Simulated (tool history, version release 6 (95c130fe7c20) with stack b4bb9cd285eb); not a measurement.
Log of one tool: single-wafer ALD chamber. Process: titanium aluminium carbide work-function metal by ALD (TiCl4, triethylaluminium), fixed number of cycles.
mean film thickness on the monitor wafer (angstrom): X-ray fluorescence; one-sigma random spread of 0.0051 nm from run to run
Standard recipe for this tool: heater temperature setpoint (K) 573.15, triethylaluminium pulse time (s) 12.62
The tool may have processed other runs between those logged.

run	day	heater temperature setpoint (K)	triethylaluminium pulse time (s)	read-back reference wafer on the same gauge, thickness_nm	mean film thickness on the monitor wafer (angstrom)
1	0	573.15	9.44	1.849	18.84
2	2.525	573.15	12.62	1.85	19.72
# day 3.375: triethylaluminium bottle replaced
3	3.875	573.15	12.62	1.852	20.13
4	5.254	573.15	12.62	1.848	20.06
5	6.696	573.15	16.64	1.849	20.25
6	8.238	573.15	16.64	1.849	20.19
7	10.008	568.15	12.62	1.85	19.47
8	12.358	573.15	15.64	1.85	20.19
9	13.988	573.15	15.64	1.85	20.21
10	15.317	573.15	15.64	1.851	20.16
11	17.85	573.15	11.48	1.849	19.73
12	20.721	573.15	12.62	1.85	19.86
13	22.262	587.15	12.62	1.851	21.29
14	24.175	566.15	17.64	1.848	19.44
15	25.579	579.15	8.17	1.851	18.77
16	26.779	561.15	7.75	1.849	16.91
17	28.679	559.15	12.62	1.85	18.38
# day 30.908: triethylaluminium bottle replaced
18	30.929	573.15	17.24	1.85	20.14
19	36.317	573.15	12.62	1.851	19.76
20	38.733	573.15	12.62	1.849	19.7
21	40.604	561.15	8.15	1.851	17.38
# day 41.083: showerhead replaced
# day 43.571: thermocouple changed; heater temperature recalibrated
22	43.592	561.15	11.04	1.847	18.94
23	45.579	573.15	12.62	1.851	20.39
# day 47.6: gauge calibrated
24	53.212	559.15	15.8	1.85	19.13
# day 58.758: triethylaluminium bottle replaced
25	61.171	581.15	8.22	1.851	19.86
26	64.983	567.15	8.36	1.849	18.49
27	67.808	565.15	14.51	1.849	19.57
28	70.262	573.15	12.62	1.849	20.29
29	72.396	584.15	16.22	1.851	21.63
30	74.479	581.15	14.79	1.85	21.19
31	76.154	561.15	12.62	1.851	18.92
32	78.529	586.15	7.64	1.851	19.36
33	80.633	573.15	17.24	1.849	20.35

Alternative continuations, all from the tool just after run 33; predict every row:
A	80.65	573.15	14.54	?	?
B	80.65	580.15	14.37	?	?
C	80.65	578.15	8.08	?	?
D	80.65	573.15	8.78	?	?

run	read-back reference wafer on the same gauge, thickness_nm	mean film thickness on the monitor wafer (angstrom)
A	1.848	20.28
B	1.848	20.97
C	1.848	18.9
D	1.848	18.88
With the hidden condition removed and each run's random variation left untouched, the same runs would have given:
run	mean film thickness on the monitor wafer (angstrom)
A	20.56
B	21.27
C	19.62
D	19.51

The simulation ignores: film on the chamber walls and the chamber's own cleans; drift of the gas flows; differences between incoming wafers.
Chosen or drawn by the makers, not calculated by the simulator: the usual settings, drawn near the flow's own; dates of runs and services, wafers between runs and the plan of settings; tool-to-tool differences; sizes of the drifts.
